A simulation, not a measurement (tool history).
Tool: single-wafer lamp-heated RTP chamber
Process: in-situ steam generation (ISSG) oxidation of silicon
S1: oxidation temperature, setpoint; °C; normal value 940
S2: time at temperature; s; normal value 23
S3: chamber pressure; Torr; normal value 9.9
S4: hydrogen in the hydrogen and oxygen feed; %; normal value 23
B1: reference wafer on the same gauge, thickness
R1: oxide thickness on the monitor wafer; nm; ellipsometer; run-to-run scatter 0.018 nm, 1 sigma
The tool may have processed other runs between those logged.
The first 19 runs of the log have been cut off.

run    hour   S1  S2    S3  S4     B1     R1
 20  1030.9  940  18  10.2  19  5.328  4.215
 21  1080.2  934  21   9.0  13  5.323  4.167
 22  1116.6  940  15  10.2  23  5.331  4.112
     1158.0  -- pyrometer window cleaned and pyrometer calibrated
 23  1158.5  932  16  10.2  18  5.338  3.869
 24  1183.3  958  28   9.9  19  5.328  5.315
     1239.0  -- pressure gauge zeroed
 25  1254.1  940  23   9.9  23  5.333  4.791
 26  1311.7  940  23   9.9  23  5.333  4.837
 27  1355.9  940  23   9.9  23  5.327  4.790
 28  1409.0  940  23   8.4  13  5.331  4.380
 29  1465.7  932  17  10.2  20  5.327  4.067
 30  1532.0  940  19   9.9  23  5.330  4.521
     1573.8  -- pyrometer window cleaned and pyrometer calibrated
 31  1606.6  955  19   9.9  23  5.330  4.666

The next listed run, before its measurement:
 32  1810.6  940  23  9.9  20   ?   ?

{"run 32": {"B1": 5.327, "R1": 4.708}}
With the hidden condition absent and the run-to-run variation left alone, this run would have shown R1 4.668 nm.
